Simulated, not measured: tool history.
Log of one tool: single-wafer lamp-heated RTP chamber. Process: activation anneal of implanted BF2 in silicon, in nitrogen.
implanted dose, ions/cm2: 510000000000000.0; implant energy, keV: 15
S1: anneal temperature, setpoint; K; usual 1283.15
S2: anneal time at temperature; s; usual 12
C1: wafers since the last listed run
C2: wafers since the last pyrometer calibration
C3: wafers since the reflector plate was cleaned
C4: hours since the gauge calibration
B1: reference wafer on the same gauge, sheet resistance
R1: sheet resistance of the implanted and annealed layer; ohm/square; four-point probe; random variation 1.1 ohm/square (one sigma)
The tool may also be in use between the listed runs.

run,hour,S1,S2,C1,C2,C3,C4,B1,R1
1,0,1303.15,12,0,2586,9733,187.1,262.97,270.19
2,16.8,1303.15,12,338,2925,10072,203.9,262.93,267.6
3,32.2,1303.15,12,310,3235,10383,219.3,262.92,268.48
4,41.6,1283.15,12,189,3425,10572,228.7,263.07,282.26
5,49.4,1283.15,12,157,3582,10729,236.5,263.01,279.37
6,58.3,1283.15,12,179,3761,10909,245.4,263.15,280.9
7,66.9,1283.15,12,173,3935,11082,254,262.97,279.16
8,78.1,1283.15,12,225,4160,11308,265.2,262.82,282.57
9,86.7,1283.15,12,173,4334,11481,273.8,262.92,279.26
10,103.4,1283.15,12,336,4671,11818,290.5,263.09,279.86
11,120.5,1283.15,12,344,5015,12163,307.6,263.09,279.76
# hour 130.2: reflector plate cleaned
12,130.7,1283.15,12,44,5060,9,317.8,262.94,279.37
13,142.7,1273.15,19,241,5302,251,329.8,263.07,277.06
14,153,1283.15,12,207,5509,458,340.1,262.81,279.66
# hour 153.6: gauge calibrated
# hour 206.4: pyrometer window cleaned and pyrometer calibrated
15,206.9,1283.15,5,925,10,1384,53.3,262.85,301.02
16,218.9,1303.15,15,241,252,1626,65.3,263.12,269.54
17,228.3,1258.15,10,189,441,1815,74.7,262.92,311.93
18,244.3,1307.15,12,322,764,2138,90.7,263.19,269.04
19,260.7,1255.15,6,330,1094,2468,107.1,263.11,329.52
20,269.1,1301.15,17,169,1264,2638,115.5,262.94,267.16
21,282,1293.15,12,260,1524,2898,128.4,263.26,277.91
22,296.8,1283.15,12,298,1822,3196,143.2,263.01,283.28
23,308.1,1297.15,18,227,2050,3424,154.5,263.07,267.94
24,323.5,1256.15,12,310,2361,3735,169.9,263.11,308.14

Some steps in R1 between neighbouring runs. How much of each would the tool show without its hidden state too (settings, what came in, random variation), and how much is left for the hidden state, with any gauge scatter that isn't in both results?
The hidden state here: true wafer temperature minus pyrometer reading, K; wafer temperature error from the tarnished reflector plate, K; gauge reads high (%).
Run 14 -> 15: S2 12 -> 5, gauge calibrated, pyrometer window cleaned and pyrometer calibrated. R1 +21.36 ohm/square: hidden state +6.3, all else +15.06.
Run 18 -> 19: S1 1307.15 -> 1255.15, S2 12 -> 6. R1 +60.48 ohm/square: hidden state -2.13, all else +62.61.
Run 19 -> 20: S1 1255.15 -> 1301.15, S2 6 -> 17. R1 -62.36 ohm/square: hidden state +1.56, all else -63.92.
Run 23 -> 24: S1 1297.15 -> 1256.15, S2 18 -> 12. R1 +40.2 ohm/square: hidden state -3.65, all else +43.85.

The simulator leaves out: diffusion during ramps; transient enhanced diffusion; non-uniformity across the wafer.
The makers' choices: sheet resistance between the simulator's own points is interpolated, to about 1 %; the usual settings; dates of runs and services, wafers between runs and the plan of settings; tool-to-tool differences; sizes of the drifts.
